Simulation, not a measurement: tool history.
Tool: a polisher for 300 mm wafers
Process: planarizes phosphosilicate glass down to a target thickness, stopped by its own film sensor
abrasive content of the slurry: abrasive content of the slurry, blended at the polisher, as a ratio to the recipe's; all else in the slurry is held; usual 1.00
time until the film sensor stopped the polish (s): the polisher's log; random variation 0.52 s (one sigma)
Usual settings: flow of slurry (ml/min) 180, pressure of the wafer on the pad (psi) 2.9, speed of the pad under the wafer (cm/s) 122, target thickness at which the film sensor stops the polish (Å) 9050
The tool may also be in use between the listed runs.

run	hour	flow of slurry (ml/min)	pressure of the wafer on the pad (psi)	speed of the pad under the wafer (cm/s)	abrasive content of the slurry	target thickness at which the film sensor stops the polish (Å)	wafers since the last listed run	wafers polished on this pad	hours since the slurry nozzle was cleaned	hours since the head pressure was calibrated	hours since the slurry blender was calibrated	hours since the conditioning disc was replaced	incoming thickness of the incoming film, nm	time until the film sensor stopped the polish (s)
1	0.0	180	2.9	122	1.00	9050	0	401	643.1	1110.4	65.3	166.3	1598.8	63.1
2	10.0	180	2.9	152	1.00	9050	100	501	653.1	1120.4	75.3	176.3	1602.7	54.9
3	25.8	180	2.9	122	1.00	9050	158	659	668.9	1136.2	91.1	192.1	1572.1	61.4
# hour 42.0: worn pad replaced by a new one
4	47.4	180	2.9	122	1.00	9050	176	54	690.5	1157.8	112.7	213.7	1607.3	64.9
5	59.5	180	2.9	122	0.90	9050	121	175	702.6	1169.9	124.8	225.8	1587.5	66.3
6	73.5	180	2.9	122	1.00	9050	140	315	716.6	1183.9	138.8	239.8	1624.8	67.9
# hour 100.3: slurry blender recalibrated
# hour 119.0: worn pad replaced by a new one
# hour 125.4: conditioning disc replaced and pad reconditioned
7	125.9	180	2.9	122	1.00	9050	444	48	769.0	1236.3	25.6	0.5	1631.2	65.3
8	135.5	180	2.9	122	1.00	9050	96	144	778.6	1245.9	35.2	10.1	1567.0	58.9
9	150.7	180	2.9	122	1.00	9050	152	296	793.8	1261.1	50.4	25.3	1577.6	61.1
10	157.1	180	2.9	122	1.00	9050	64	360	800.2	1267.5	56.8	31.7	1584.6	61.2
11	168.8	230	2.9	122	1.00	9050	117	478	811.9	1279.2	68.5	43.4	1587.5	59.9
12	179.2	230	2.9	122	1.00	9050	104	582	822.3	1289.6	78.9	53.8	1592.3	60.5
# hour 197.3: slurry nozzle cleaned
13	197.8	180	2.9	110	1.00	9050	176	758	0.5	1308.2	97.5	72.4	1604.6	67.9
# hour 209.7: worn pad replaced by a new one, of another model than before
# hour 211.8: head pressure recalibrated
14	230.4	180	2.9	162	1.00	9050	266	187	33.1	18.6	130.1	105.0	1602.1	55.2
15	241.0	180	2.4	92	1.10	7010	106	293	43.7	29.2	140.7	115.6	1575.6	102.1
16	254.4	180	3.2	150	0.80	7340	134	427	57.1	42.6	154.1	129.0	1588.5	75.6
17	260.8	180	2.9	122	1.00	9050	64	491	63.5	49.0	160.5	135.4	1615.1	66.2
18	276.8	135	2.9	134	1.00	9050	160	651	79.5	65.0	176.5	151.4	1597.7	68.8
19	284.0	180	2.9	122	0.90	10810	72	723	86.7	72.2	183.7	158.6	1602.2	52.4
# hour 288.6: slurry blender recalibrated
# hour 295.2: worn pad replaced by a new one
20	295.7	180	2.9	136	1.00	9050	57	4	98.4	83.9	7.1	170.3	1595.9	58.3
21	306.4	180	2.9	122	1.00	9050	107	112	109.1	94.6	17.8	181.0	1620.9	62.8
22	317.5	180	3.7	102	0.75	8060	111	223	120.2	105.7	28.9	192.1	1614.9	76.2
23	331.5	180	2.3	82	1.10	7680	140	363	134.2	119.7	42.9	206.1	1587.7	99.5
24	339.7	180	2.6	122	0.85	9050	82	445	142.4	127.9	51.1	214.3	1584.6	72.3
25	349.5	180	3.8	138	1.00	8080	98	543	152.2	137.7	60.9	224.1	1578.5	53.1
26	359.8	180	1.9	122	0.75	9050	103	646	162.5	148.0	71.2	234.4	1597.9	99.2

3 ways to go on from here, each from the tool as it stands after run 26. What would each give?
A	360.2	180	2.9	122	1.00	10030	4	650	162.9	148.4	71.6	234.8	1587.4	?
B	360.2	180	2.6	122	1.00	9050	4	650	162.9	148.4	71.6	234.8	1587.4	?
C	360.2	180	2.9	122	1.20	9050	4	650	162.9	148.4	71.6	234.8	1587.4	?

run	time until the film sensor stopped the polish (s)
A	52.9
B	66.8
C	56.8
Without the tool's hidden state the same runs would have given:
run	time until the film sensor stopped the polish (s)
A	51.3
B	64.8
C	55.2
